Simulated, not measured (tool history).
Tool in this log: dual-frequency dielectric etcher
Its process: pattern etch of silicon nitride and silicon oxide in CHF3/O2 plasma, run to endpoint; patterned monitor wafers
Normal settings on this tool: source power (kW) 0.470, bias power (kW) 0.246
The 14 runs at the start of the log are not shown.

run   hour  source power (kW)  bias power (kW)  incoming incoming film thickness, nm  endpoint time (s)
 15  174.6              0.470            0.246                                 260.5              172.4
 16  181.1              0.550            0.304                                 257.2              147.3
 17  195.6              0.360            0.228                                 258.8              195.4
 18  206.9              0.470            0.199                                 256.3              184.9
 19  221.8              0.380            0.246                                 259.5              187.3
     249.0  -- source power generator calibrated
     255.7  -- wet clean of the chamber, repeated, since the last time left the tool worse
 20  256.2              0.420            0.300                                 257.3              155.8
 21  256.5              0.470            0.246                                 258.3              161.6
 22  256.9              0.560            0.293                                 258.5              141.6
 23  265.3              0.560            0.209                                 258.8              160.9

Run 24 is up next; what results do you expect?
 24  282.4              0.540            0.223                                 259.6                  ?

Run 24 produced endpoint time (s) 160.5.
Were there no unlogged condition in the tool, this run, its random variation unchanged, would have produced endpoint time (s) 160.8.
